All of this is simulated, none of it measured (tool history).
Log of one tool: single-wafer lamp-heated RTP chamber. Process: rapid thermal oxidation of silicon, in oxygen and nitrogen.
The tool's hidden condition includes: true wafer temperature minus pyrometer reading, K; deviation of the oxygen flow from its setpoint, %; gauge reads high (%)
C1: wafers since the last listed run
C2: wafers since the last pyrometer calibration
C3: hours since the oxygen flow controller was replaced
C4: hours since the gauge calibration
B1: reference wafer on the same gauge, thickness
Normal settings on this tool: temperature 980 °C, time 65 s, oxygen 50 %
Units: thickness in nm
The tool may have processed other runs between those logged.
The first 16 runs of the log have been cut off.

Run 17, hour 431.7: usual settings; C1 192; C2 4876; C3 6128.4; C4 796.6; B1 4.109. Result: thickness 4.075 nm.
Run 18, hour 460.7: usual settings; C1 322; C2 5198; C3 6157.4; C4 825.6; B1 4.110. Result: thickness 4.083 nm.
At hour 485.5: gauge calibrated.
Run 19, hour 488.3: usual settings but oxygen 69 %; C1 307; C2 5505; C3 6185.0; C4 2.8; B1 4.112. Result: thickness 4.522 nm.
Run 20, hour 516.3: usual settings but time 84 s; C1 311; C2 5817; C3 6213.0; C4 30.8; B1 4.112. Result: thickness 4.534 nm.
At hour 538.8: oxygen flow controller replaced.
Run 21, hour 539.3: usual settings but oxygen 37 %; C1 166; C2 5984; C3 0.5; C4 53.8; B1 4.111. Result: thickness 3.730 nm.
At hour 574.3: pyrometer window cleaned and pyrometer calibrated.
Run 22, hour 574.8: usual settings but time 74 s; C1 305; C2 5; C3 36.0; C4 89.3; B1 4.112. Result: thickness 4.284 nm.
Run 23, hour 589.3: usual settings but temperature 951 °C, time 49 s, oxygen 74 %; C1 161; C2 167; C3 50.5; C4 103.8; B1 4.114. Result: thickness 3.370 nm.
Run 24, hour 612.7: usual settings but temperature 1007 °C, oxygen 60 %; C1 260; C2 427; C3 73.9; C4 127.2; B1 4.108. Result: thickness 5.209 nm.
Run 25, hour 644.8: usual settings but temperature 951 °C, oxygen 39 %; C1 357; C2 784; C3 106.0; C4 159.3; B1 4.109. Result: thickness 3.158 nm.
Run 26, hour 671.1: usual settings but time 86 s; C1 292; C2 1077; C3 132.3; C4 185.6; B1 4.111. Result: thickness 4.565 nm.
Run 27, hour 687.7: usual settings but temperature 960 °C, time 46 s, oxygen 38 %; C1 184; C2 1261; C3 148.9; C4 202.2; B1 4.109. Result: thickness 2.949 nm.
Run 28, hour 722.0: usual settings but temperature 1004 °C, time 57 s, oxygen 79 %; C1 381; C2 1643; C3 183.2; C4 236.5; B1 4.108. Result: thickness 5.291 nm.
Run 29, hour 754.6: usual settings but time 76 s, oxygen 40 %; C1 362; C2 2006; C3 215.8; C4 269.1; B1 4.110. Result: thickness 4.038 nm.
Run 30, hour 790.1: usual settings but time 37 s; C1 394; C2 2401; C3 251.3; C4 304.6; B1 4.109. Result: thickness 3.276 nm.
Run 31, hour 804.8: usual settings but time 50 s, oxygen 58 %; C1 163; C2 2564; C3 266.0; C4 319.3; B1 4.112. Result: thickness 3.840 nm.
Run 32, hour 834.5: usual settings but temperature 1001 °C, time 91 s, oxygen 28 %; C1 330; C2 2895; C3 295.7; C4 349.0; B1 4.107. Result: thickness 4.474 nm.
Run 33, hour 849.2: usual settings but temperature 993 °C, time 82 s; C1 163; C2 3058; C3 310.4; C4 363.7; B1 4.112. Result: thickness 4.909 nm.
Run 34, hour 862.2: usual settings but temperature 963 °C, oxygen 30 %; C1 144; C2 3203; C3 323.4; C4 376.7; B1 4.110. Result: thickness 3.167 nm.
Run 35, hour 885.2: usual settings; C1 255; C2 3459; C3 346.4; C4 399.7; B1 4.112. Result: thickness 4.074 nm.
Run 36, hour 914.9: usual settings but temperature 1005 °C, oxygen 79 %; C1 330; C2 3789; C3 376.1; C4 429.4; B1 4.110. Result: thickness 5.662 nm.
Run 37, hour 938.1: usual settings but time 89 s, oxygen 69 %; C1 258; C2 4047; C3 399.3; C4 452.6; B1 4.110. Result: thickness 5.163 nm.
Run 38, hour 953.4: usual settings; C1 170; C2 4218; C3 414.6; C4 467.9; B1 4.109. Result: thickness 4.074 nm.

Alternative continuations, all from the tool just after run 38; predict every row:
Run A, hour 953.9: usual settings; C1 5; C2 4223; C3 415.1; C4 468.4; B1 ?. Result: thickness ?.
Run B, hour 953.9: usual settings but time 90 s; C1 5; C2 4223; C3 415.1; C4 468.4; B1 ?. Result: thickness ?.
Run C, hour 953.9: usual settings but temperature 1002 °C, time 94 s, oxygen 23 %; C1 5; C2 4223; C3 415.1; C4 468.4; B1 ?. Result: thickness ?.
Run D, hour 953.9: usual settings but temperature 1000 °C, time 93 s, oxygen 27 %; C1 5; C2 4223; C3 415.1; C4 468.4; B1 ?. Result: thickness ?.

run     B1  thickness
  A  4.109      4.075
  B  4.109      4.665
  C  4.109      4.303
  D  4.109      4.448
Stripped of hidden state, with their random variation kept, the same runs would have yielded:
run  thickness
  A      4.050
  B      4.635
  C      4.278
  D      4.421

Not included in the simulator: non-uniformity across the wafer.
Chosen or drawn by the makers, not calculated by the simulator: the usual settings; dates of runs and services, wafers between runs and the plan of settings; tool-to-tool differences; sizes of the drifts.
